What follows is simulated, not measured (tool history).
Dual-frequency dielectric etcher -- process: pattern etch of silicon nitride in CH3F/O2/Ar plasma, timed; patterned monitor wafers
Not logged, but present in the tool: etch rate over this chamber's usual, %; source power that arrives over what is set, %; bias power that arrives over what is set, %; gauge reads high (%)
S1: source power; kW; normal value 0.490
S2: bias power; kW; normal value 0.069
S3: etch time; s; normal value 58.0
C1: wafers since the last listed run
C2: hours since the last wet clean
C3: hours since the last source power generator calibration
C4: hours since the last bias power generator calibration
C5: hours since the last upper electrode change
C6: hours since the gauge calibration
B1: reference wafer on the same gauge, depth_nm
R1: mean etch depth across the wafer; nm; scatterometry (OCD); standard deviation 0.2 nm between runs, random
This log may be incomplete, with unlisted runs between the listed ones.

Run 1, day 0.000: usual settings but S1 0.460 kW; C1 0; C2 383.7; C3 1428.9; C4 1653.1; C5 1396.5; C6 593.6; B1 39.11. Result: R1 42.82 nm.
Run 2, day 2.054: usual settings; C1 341; C2 433.0; C3 1478.2; C4 1702.4; C5 1445.8; C6 642.9; B1 39.13. Result: R1 44.38 nm.
Run 3, day 4.588: usual settings; C1 421; C2 493.8; C3 1539.0; C4 1763.2; C5 1506.6; C6 703.7; B1 39.09. Result: R1 44.71 nm.
Run 4, day 8.354: usual settings; C1 626; C2 584.2; C3 1629.4; C4 1853.6; C5 1597.0; C6 794.1; B1 39.12. Result: R1 44.94 nm.
At day 9.933: wet clean of the chamber.
Run 5, day 12.450: usual settings; C1 515; C2 60.4; C3 1727.7; C4 1951.9; C5 1695.3; C6 892.4; B1 39.12. Result: R1 41.83 nm.
Run 6, day 14.112: usual settings; C1 276; C2 100.3; C3 1767.6; C4 1991.8; C5 1735.2; C6 932.3; B1 39.09. Result: R1 42.13 nm.
Run 7, day 16.054: usual settings but S1 0.440 kW, S2 0.062 kW; C1 323; C2 146.9; C3 1814.2; C4 2038.4; C5 1781.8; C6 978.9; B1 39.12. Result: R1 39.97 nm.
Run 8, day 19.254: usual settings but S1 0.440 kW, S2 0.062 kW; C1 532; C2 223.7; C3 1891.0; C4 2115.2; C5 1858.6; C6 1055.7; B1 39.08. Result: R1 39.95 nm.
Run 9, day 23.254: usual settings but S1 0.440 kW, S2 0.062 kW; C1 665; C2 319.7; C3 1987.0; C4 2211.2; C5 1954.6; C6 1151.7; B1 39.08. Result: R1 40.63 nm.
Run 10, day 25.012: usual settings but S3 44.5 s; C1 292; C2 361.9; C3 2029.2; C4 2253.4; C5 1996.8; C6 1193.9; B1 39.08. Result: R1 33.27 nm.
Run 11, day 29.017: usual settings but S3 44.5 s; C1 666; C2 458.0; C3 2125.3; C4 2349.5; C5 2092.9; C6 1290.0; B1 39.07. Result: R1 33.74 nm.
Run 12, day 31.671: usual settings but S3 44.5 s; C1 441; C2 521.7; C3 2189.0; C4 2413.2; C5 2156.6; C6 1353.7; B1 39.13. Result: R1 33.89 nm.
At day 32.742: wet clean of the chamber.
Run 13, day 33.400: usual settings; C1 121; C2 15.8; C3 2230.5; C4 2454.7; C5 2198.1; C6 1395.2; B1 39.12. Result: R1 42.27 nm.
Run 14, day 35.558: usual settings; C1 359; C2 67.6; C3 2282.3; C4 2506.5; C5 2249.9; C6 1447.0; B1 39.15. Result: R1 42.52 nm.
Run 15, day 37.167: usual settings but S1 0.600 kW, S2 0.058 kW, S3 69.5 s; C1 267; C2 106.2; C3 2320.9; C4 2545.1; C5 2288.5; C6 1485.6; B1 39.07. Result: R1 53.95 nm.
Run 16, day 40.233: usual settings; C1 510; C2 179.8; C3 2394.5; C4 2618.7; C5 2362.1; C6 1559.2; B1 39.09. Result: R1 42.97 nm.
At day 42.596: gauge calibrated.
Run 17, day 43.483: usual settings; C1 540; C2 257.8; C3 2472.5; C4 2696.7; C5 2440.1; C6 21.3; B1 39.08. Result: R1 43.13 nm.
Run 18, day 47.358: usual settings but S1 0.520 kW, S2 0.059 kW; C1 644; C2 350.8; C3 2565.5; C4 2789.7; C5 2533.1; C6 114.3; B1 39.09. Result: R1 43.28 nm.
At day 49.954: bias power generator calibrated.
Run 19, day 50.604: usual settings but S1 0.540 kW, S2 0.059 kW; C1 512; C2 428.7; C3 2643.4; C4 15.6; C5 2611.0; C6 192.2; B1 39.12. Result: R1 44.11 nm.
At day 53.375: wet clean of the chamber.
Run 20, day 54.142: usual settings but S2 0.086 kW; C1 422; C2 18.4; C3 2728.3; C4 100.5; C5 2695.9; C6 277.1; B1 39.10. Result: R1 44.43 nm.
Run 21, day 57.675: usual settings; C1 587; C2 103.2; C3 2813.1; C4 185.3; C5 2780.7; C6 361.9; B1 39.11. Result: R1 42.63 nm.
At day 58.888: upper electrode replaced.
Run 22, day 59.183: usual settings but S1 0.460 kW, S2 0.055 kW, S3 67.5 s; C1 84; C2 139.4; C3 2849.3; C4 221.5; C5 7.1; C6 398.1; B1 39.10. Result: R1 46.55 nm.
At day 60.817: source power generator calibrated.
Run 23, day 62.050: usual settings but S2 0.053 kW, S3 43.5 s; C1 449; C2 208.2; C3 29.6; C4 290.3; C5 75.9; C6 466.9; B1 39.10. Result: R1 30.60 nm.
Run 24, day 65.333: usual settings but S2 0.056 kW, S3 47.0 s; C1 546; C2 287.0; C3 108.4; C4 369.1; C5 154.7; C6 545.7; B1 39.05. Result: R1 33.42 nm.
Run 25, day 68.171: usual settings; C1 472; C2 355.1; C3 176.5; C4 437.2; C5 222.8; C6 613.8; B1 39.10. Result: R1 43.50 nm.
Run 26, day 72.067: usual settings but S1 0.600 kW, S2 0.079 kW, S3 47.5 s; C1 648; C2 448.6; C3 270.0; C4 530.7; C5 316.3; C6 707.3; B1 39.11. Result: R1 40.30 nm.
Run 27, day 76.179: usual settings; C1 684; C2 547.3; C3 368.7; C4 629.4; C5 415.0; C6 806.0; B1 39.08. Result: R1 44.80 nm.
At day 78.767: wet clean of the chamber.
Run 28, day 80.658: usual settings but S1 0.430 kW, S2 0.077 kW, S3 44.0 s; C1 578; C2 45.4; C3 476.2; C4 736.9; C5 522.5; C6 913.5; B1 39.09. Result: R1 31.32 nm.

Branching from run 28: 4 alternative next runs. What would each branch give?
Run A, day 80.675: usual settings; C1 2; C2 45.8; C3 476.6; C4 737.3; C5 522.9; C6 913.9; B1 ?. Result: R1 ?.
Run B, day 80.675: usual settings but S2 0.075 kW; C1 2; C2 45.8; C3 476.6; C4 737.3; C5 522.9; C6 913.9; B1 ?. Result: R1 ?.
Run C, day 80.675: usual settings but S1 0.530 kW, S2 0.063 kW; C1 2; C2 45.8; C3 476.6; C4 737.3; C5 522.9; C6 913.9; B1 ?. Result: R1 ?.
Run D, day 80.675: usual settings but S2 0.079 kW, S3 64.5 s; C1 2; C2 45.8; C3 476.6; C4 737.3; C5 522.9; C6 913.9; B1 ?. Result: R1 ?.

run     B1     R1
  A  39.11  42.62
  B  39.11  43.38
  C  39.11  43.17
  D  39.11  48.80
With the hidden condition removed and each run's random variation left untouched, the same runs would have given:
run     R1
  A  42.45
  B  43.21
  C  42.99
  D  48.61

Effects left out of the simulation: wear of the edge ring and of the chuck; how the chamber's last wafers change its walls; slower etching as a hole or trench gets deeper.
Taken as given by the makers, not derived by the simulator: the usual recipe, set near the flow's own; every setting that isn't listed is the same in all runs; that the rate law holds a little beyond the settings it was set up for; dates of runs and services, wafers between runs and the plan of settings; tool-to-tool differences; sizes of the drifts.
